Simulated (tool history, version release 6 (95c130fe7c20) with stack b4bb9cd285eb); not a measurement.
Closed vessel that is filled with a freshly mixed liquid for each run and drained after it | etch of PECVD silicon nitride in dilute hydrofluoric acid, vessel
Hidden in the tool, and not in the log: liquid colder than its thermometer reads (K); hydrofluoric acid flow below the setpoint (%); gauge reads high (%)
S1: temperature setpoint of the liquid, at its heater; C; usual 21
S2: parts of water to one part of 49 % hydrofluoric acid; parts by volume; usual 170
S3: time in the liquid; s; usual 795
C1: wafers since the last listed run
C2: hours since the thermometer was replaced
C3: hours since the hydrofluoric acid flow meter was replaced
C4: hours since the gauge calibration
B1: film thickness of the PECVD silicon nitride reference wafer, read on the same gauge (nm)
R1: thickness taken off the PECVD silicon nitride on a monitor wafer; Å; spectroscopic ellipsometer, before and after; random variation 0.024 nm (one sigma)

run	hour	S1	S2	S3	C1	C2	C3	C4	B1	R1
1	0	18	170	540	0	1668.1	2519.4	169	120	27.7
2	25	18	170	540	1530	1693.1	2544.4	194	119.98	27.5
3	42.6	18	170	540	1077	1710.7	2562	211.6	119.97	27.7
4	67.3	21	170	795	1512	1735.4	2586.7	236.3	119.99	49.4
5	149.3	24	170	495	5019	1817.4	2668.7	318.3	120.05	37.2
# hour 165.9: hydrofluoric acid flow meter replaced
6	170.9	24	170	495	1261	1839	5	339.9	120.02	42.2
7	190.7	24	170	495	1212	1858.8	24.8	359.7	120.01	42.1
8	202.8	21	170	795	740	1870.9	36.9	371.8	120.01	55.5
9	219.4	18.5	215	480	1016	1887.5	53.5	388.4	119.98	22.5
# hour 230.2: thermometer replaced
10	232.4	21	170	795	734	2.2	66.5	401.4	120.03	66.7
# hour 232.7: gauge calibrated
11	258.5	21	200	795	1597	28.3	92.6	25.8	119.99	56.7
12	276.3	17	170	795	1089	46.1	110.4	43.6	120.01	50.4
13	309.8	17.5	130	795	2050	79.6	143.9	77.1	119.93	66.8
14	328.1	22.5	250	1060	1120	97.9	162.2	95.4	120	66.1
15	357.6	18.5	215	480	1805	127.4	191.7	124.9	120.02	26.6

The tool's hidden state at each run:
gauge reads high (%): 0 in every run
H1: liquid colder than its thermometer reads (K)
H2: hydrofluoric acid flow below the setpoint (%)
run	H1	H2
1	2.59	12.7
2	2.63	12.8
3	2.65	12.9
4	2.69	13
5	2.8	13.4
6	2.83	1.04
7	2.86	1.13
8	2.88	1.19
9	2.9	1.27
10	0.152	1.33
11	0.188	1.46
12	0.213	1.55
13	0.259	1.71
14	0.285	1.8
15	0.326	1.94
